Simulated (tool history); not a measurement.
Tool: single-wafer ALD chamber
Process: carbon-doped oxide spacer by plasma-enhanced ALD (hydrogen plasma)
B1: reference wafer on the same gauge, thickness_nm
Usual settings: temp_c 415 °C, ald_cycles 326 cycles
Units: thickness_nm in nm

Run 1, hour 0: usual settings but temp_c 407 °C, ald_cycles 368 cycles; B1 15.895. Result: thickness_nm 18.703 nm.
Run 2, hour 28.2: usual settings but temp_c 407 °C, ald_cycles 368 cycles; B1 15.897. Result: thickness_nm 18.699 nm.
Run 3, hour 48.5: usual settings but temp_c 407 °C, ald_cycles 368 cycles; B1 15.896. Result: thickness_nm 18.77 nm.
Run 4, hour 105.3: usual settings but ald_cycles 286 cycles; B1 15.902. Result: thickness_nm 14.095 nm.
Run 5, hour 135.9: usual settings but ald_cycles 297 cycles; B1 15.896. Result: thickness_nm 14.672 nm.
Run 6, hour 151.6: usual settings but ald_cycles 297 cycles; B1 15.914. Result: thickness_nm 14.727 nm.
Run 7, hour 166.4: usual settings but ald_cycles 297 cycles; B1 15.902. Result: thickness_nm 14.689 nm.
Run 8, hour 197.3: usual settings; B1 15.91. Result: thickness_nm 16.122 nm.
Run 9, hour 211.1: usual settings; B1 15.895. Result: thickness_nm 16.14 nm.
Run 10, hour 233.1: usual settings; B1 15.898. Result: thickness_nm 16.182 nm.
Run 11, hour 248.8: usual settings; B1 15.896. Result: thickness_nm 16.179 nm.
Run 12, hour 280.3: usual settings but temp_c 424 °C; B1 15.889. Result: thickness_nm 15.668 nm.
Run 13, hour 313.4: usual settings but temp_c 424 °C; B1 15.904. Result: thickness_nm 15.752 nm.
Run 14, hour 394.4: usual settings but temp_c 404 °C, ald_cycles 375 cycles; B1 15.894. Result: thickness_nm 19.224 nm.
Run 15, hour 418.8: usual settings; B1 15.892. Result: thickness_nm 16.129 nm.
Run 16, hour 450.8: usual settings; B1 15.908. Result: thickness_nm 16.166 nm.
Run 17, hour 469.2: usual settings but temp_c 406 °C; B1 15.902. Result: thickness_nm 16.615 nm.
Run 18, hour 496.3: usual settings but temp_c 428 °C, ald_cycles 378 cycles; B1 15.898. Result: thickness_nm 17.865 nm.
Run 19, hour 567: usual settings but temp_c 410 °C, ald_cycles 353 cycles; B1 15.894. Result: thickness_nm 17.771 nm.
Run 20, hour 592.4: usual settings but ald_cycles 275 cycles; B1 15.898. Result: thickness_nm 13.608 nm.
Run 21, hour 624.3: usual settings but temp_c 409 °C, ald_cycles 384 cycles; B1 15.894. Result: thickness_nm 19.351 nm.
Run 22, hour 657.5: usual settings but temp_c 422 °C, ald_cycles 265 cycles; B1 15.905. Result: thickness_nm 13.05 nm.
Run 23, hour 685.8: usual settings but temp_c 402 °C, ald_cycles 287 cycles; B1 15.898. Result: thickness_nm 15.05 nm.
Run 24, hour 712: usual settings; B1 15.9. Result: thickness_nm 16.361 nm.
Run 25, hour 741: usual settings but temp_c 406 °C, ald_cycles 343 cycles; B1 15.901. Result: thickness_nm 17.679 nm.
Run 26, hour 761.7: usual settings; B1 15.907. Result: thickness_nm 16.392 nm.
Run 27, hour 780.4: usual settings but temp_c 409 °C, ald_cycles 305 cycles; B1 15.9. Result: thickness_nm 15.578 nm.
Run 28, hour 805.6: usual settings but temp_c 409 °C, ald_cycles 306 cycles; B1 15.905. Result: thickness_nm 15.637 nm.
Run 29, hour 825.9: usual settings but temp_c 401 °C, ald_cycles 380 cycles; B1 15.891. Result: thickness_nm 19.824 nm.
Run 30, hour 853.6: usual settings; B1 15.909. Result: thickness_nm 16.341 nm.

Not shown: 3 entries that the log had between the listed runs. Between which runs, and how does the tool's hidden state differ before and after?
Between runs 3 and 4: gauge calibrated (hour 89.7)
  wafer temperature above the value expected at the setpoint (K): 4.99 -> 5.06
  measured less the result without the state, thickness_nm: -0.295 -> -0.23 nm
Between runs 20 and 21: gauge calibrated (hour 612.9)
  wafer temperature above the value expected at the setpoint (K): 5.42 -> 5.44
  measured less the result without the state, thickness_nm: -0.239 -> -0.334 nm
Between runs 21 and 22: thermocouple changed; heater temperature recalibrated (hour 639.4)
  wafer temperature above the value expected at the setpoint (K): 5.44 -> 0.393
  measured less the result without the state, thickness_nm: -0.334 -> -0.016 nm

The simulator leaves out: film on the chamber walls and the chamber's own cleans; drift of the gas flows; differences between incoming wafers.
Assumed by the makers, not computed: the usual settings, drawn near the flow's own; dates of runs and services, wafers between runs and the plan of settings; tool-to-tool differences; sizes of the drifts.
